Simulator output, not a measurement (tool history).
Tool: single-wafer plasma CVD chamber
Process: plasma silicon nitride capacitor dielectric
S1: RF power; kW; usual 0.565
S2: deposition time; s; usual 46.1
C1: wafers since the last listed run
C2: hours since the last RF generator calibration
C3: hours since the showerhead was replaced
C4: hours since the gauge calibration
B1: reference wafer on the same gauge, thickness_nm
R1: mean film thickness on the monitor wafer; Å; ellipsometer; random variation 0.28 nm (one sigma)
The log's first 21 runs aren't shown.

run    hour     S1    S2    C1      C2      C3      C4      B1      R1
 22  1354.1  0.485  40.7  1504  1513.2   410.6  2651.5  78.366  609.69
 23  1415.2    0.6  46.1  1300  1574.3   471.7  2712.6  78.418  739.57
 24  1474.8  0.535    50  1268  1633.9   531.3  2772.2  78.266  765.54
     1544.1  -- RF generator calibrated
 25  1544.6  0.565  42.4  1315     0.5   601.1    2842  78.335  667.03
 26  1591.3  0.605    42   994    47.2   647.8  2888.7  78.288   670.5
 27  1619.3   0.53    42   595    75.2   675.8  2916.7   78.31  645.91
 28  1668.4  0.525  49.7  1045   124.3   724.9  2965.8  78.311  761.37
 29  1725.5   0.47  40.6  1215   181.4     782  3022.9  78.236   598.4
 30  1764.2  0.475  37.7   823   220.1   820.7  3061.6  78.215  559.98
 31  1794.7   0.49    37   649   250.6   851.2  3092.1  78.252  552.85
 32    1861  0.565  46.1  1411   316.9   917.5  3158.4  78.207  723.86
 33  1931.8  0.565  46.1  1507   387.7   988.3  3229.2   78.35  723.03
 34  1984.1  0.565  46.1  1113     440  1040.6  3281.5  78.316  721.14
     1994.9  -- gauge calibrated
 35  2053.8  0.665  54.1  1483   509.7  1110.3    58.9  78.349  891.81
 36    2084   0.53  40.2   642   539.9  1140.5    89.1  78.283   618.3
 37  2173.8   0.46    37  1911   629.7  1230.3   178.9  78.324   540.1
 38  2214.1  0.565  46.1   857     670  1270.6   219.2  78.296  721.55
 39  2246.5  0.675  46.1   689   702.4    1303   251.6  78.394   762.4
 40    2318  0.565  46.1  1521   773.9  1374.5   323.1  78.347  719.38
 41  2352.1   0.66    38   725     808  1408.6   357.2  78.307  623.39
 42  2401.7  0.565  50.1  1055   857.6  1458.2   406.8  78.248  784.78
 43  2439.5  0.535    50   804   895.4    1496   444.6  78.375   767.3
 44  2475.1   0.47  52.1   757     931  1531.6   480.2  78.318  767.81
 45  2528.9  0.475  37.7  1145   984.8  1585.4     534  78.332  553.47

3 ways to go on from here, each from the tool as it stands after run 45. What would each give?
  A  2529.3  0.565  46.1   8  985.2  1585.8  534.4   ?   ?
  B  2529.3  0.595  40.4   8  985.2  1585.8  534.4   ?   ?
  C  2529.3  0.655  37.9   8  985.2  1585.8  534.4   ?   ?

run      B1      R1
  A  78.307  719.03
  B  78.307  640.83
  C  78.307  620.16
Without the tool's hidden state the same runs would have given:
run      R1
  A  719.03
  B  640.83
  C  620.16
